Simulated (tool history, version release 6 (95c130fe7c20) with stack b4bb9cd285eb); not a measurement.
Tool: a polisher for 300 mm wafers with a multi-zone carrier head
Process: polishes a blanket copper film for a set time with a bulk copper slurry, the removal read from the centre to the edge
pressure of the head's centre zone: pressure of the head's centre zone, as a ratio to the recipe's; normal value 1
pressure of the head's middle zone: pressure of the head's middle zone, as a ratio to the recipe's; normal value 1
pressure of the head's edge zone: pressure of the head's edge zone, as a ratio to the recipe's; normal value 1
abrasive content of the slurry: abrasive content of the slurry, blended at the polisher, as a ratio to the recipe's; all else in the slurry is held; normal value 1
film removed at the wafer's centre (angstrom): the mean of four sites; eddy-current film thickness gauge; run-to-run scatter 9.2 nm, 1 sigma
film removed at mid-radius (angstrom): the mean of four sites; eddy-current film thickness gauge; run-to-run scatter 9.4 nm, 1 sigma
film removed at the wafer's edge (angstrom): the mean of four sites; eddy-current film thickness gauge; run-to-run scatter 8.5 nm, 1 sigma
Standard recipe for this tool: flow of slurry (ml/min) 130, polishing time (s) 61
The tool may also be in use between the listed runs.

| run | hour | flow of slurry (ml/min) | pressure of the head's centre zone | pressure of the head's middle zone | pressure of the head's edge zone | abrasive content of the slurry | polishing time (s) | wafers since the last listed run | wafers polished on this pad | hours since the slurry nozzle was cleaned | hours since the centre zone pressure was calibrated | hours since the edge zone pressure was calibrated | hours since the carrier head's membrane was replaced | incoming thickness of the incoming film, nm | film removed at the wafer's centre (angstrom) | film removed at mid-radius (angstrom) | film removed at the wafer's edge (angstrom) |
|---|---|---|---|---|---|---|---|---|---|---|---|---|---|---|---|---|---|
| 1 | 0 | 130 | 1 | 1 | 1 | 1 | 61 | 0 | 77 | 32.6 | 1201.3 | 423.4 | 845.2 | 4095.4 | 7018 | 7207 | 7068 |
|  | 49.5 | edge zone pressure recalibrated |
| 2 | 76.1 | 130 | 1 | 1 | 1 | 1 | 61 | 685 | 763 | 108.7 | 1277.4 | 26.6 | 921.3 | 4127.2 | 6831 | 6785 | 6753 |
| 3 | 97.9 | 130 | 1 | 1 | 1 | 1 | 61 | 201 | 964 | 130.5 | 1299.2 | 48.4 | 943.1 | 4115.6 | 6993 | 6828 | 6649 |
| 4 | 125.8 | 150 | 1 | 1 | 1 | 0.75 | 61 | 258 | 1223 | 158.4 | 1327.1 | 76.3 | 971 | 4097.3 | 6309 | 6493 | 6312 |
|  | 145.2 | worn pad replaced by a new one |
| 5 | 159.4 | 130 | 0.93 | 1 | 1.09 | 1 | 61 | 273 | 131 | 192 | 1360.7 | 109.9 | 1004.6 | 4024.5 | 6678 | 7233 | 7286 |
| 6 | 190.7 | 115 | 1 | 1 | 1 | 1 | 76 | 289 | 420 | 223.3 | 1392 | 141.2 | 1035.9 | 4059.5 | 8297 | 8278 | 8487 |
| 7 | 290.9 | 130 | 1 | 1 | 1 | 1 | 61 | 927 | 1348 | 323.5 | 1492.2 | 241.4 | 1136.1 | 4149.8 | 6823 | 6846 | 6723 |
| 8 | 304.6 | 130 | 1 | 1 | 1 | 1 | 48 | 126 | 1474 | 337.2 | 1505.9 | 255.1 | 1149.8 | 4148.7 | 5260 | 5287 | 5365 |
| 9 | 319.8 | 130 | 0.92 | 1.05 | 1 | 1 | 61 | 140 | 1615 | 352.4 | 1521.1 | 270.3 | 1165 | 4090.5 | 6249 | 6784 | 6575 |
|  | 330.8 | centre zone pressure recalibrated |
| 10 | 333.4 | 165 | 1.07 | 1 | 1 | 1 | 61 | 107 | 1722 | 366 | 2.6 | 283.9 | 1178.6 | 4110.9 | 7421 | 6927 | 6790 |
|  | 350.5 | worn pad replaced by a new one |
| 11 | 355 | 130 | 1 | 1 | 1 | 1 | 61 | 162 | 41 | 387.6 | 24.2 | 305.5 | 1200.2 | 4087.1 | 7111 | 7255 | 7094 |
|  | 375.9 | carrier head's membrane replaced by a new one |
| 12 | 389.9 | 130 | 1 | 1 | 1 | 0.75 | 67 | 276 | 317 | 422.5 | 59.1 | 340.4 | 14 | 4162.4 | 7297 | 7183 | 7021 |
| 13 | 418 | 130 | 0.96 | 1 | 0.95 | 1 | 76 | 260 | 578 | 450.6 | 87.2 | 368.5 | 42.1 | 4037.9 | 8326 | 8919 | 8290 |
| 14 | 441.2 | 90 | 1.1 | 1 | 1 | 1 | 61 | 214 | 792 | 473.8 | 110.4 | 391.7 | 65.3 | 4072 | 6669 | 6333 | 6475 |

Estimate the outcome of run 15 from the log above:
| 15 | 455 | 130 | 1 | 0.97 | 1.12 | 1 | 79 | 127 | 920 | 487.6 | 124.2 | 405.5 | 79.1 | 4132.5 | ? | ? | ? |

film removed at the wafer's centre (angstrom): 8923
film removed at mid-radius (angstrom): 8906
film removed at the wafer's edge (angstrom): 9326
Take away the tool's hidden state, keep the run-to-run variation as it was, and the same run would have given film removed at the wafer's centre (angstrom) 9242, film removed at mid-radius (angstrom) 9226, film removed at the wafer's edge (angstrom) 9661.

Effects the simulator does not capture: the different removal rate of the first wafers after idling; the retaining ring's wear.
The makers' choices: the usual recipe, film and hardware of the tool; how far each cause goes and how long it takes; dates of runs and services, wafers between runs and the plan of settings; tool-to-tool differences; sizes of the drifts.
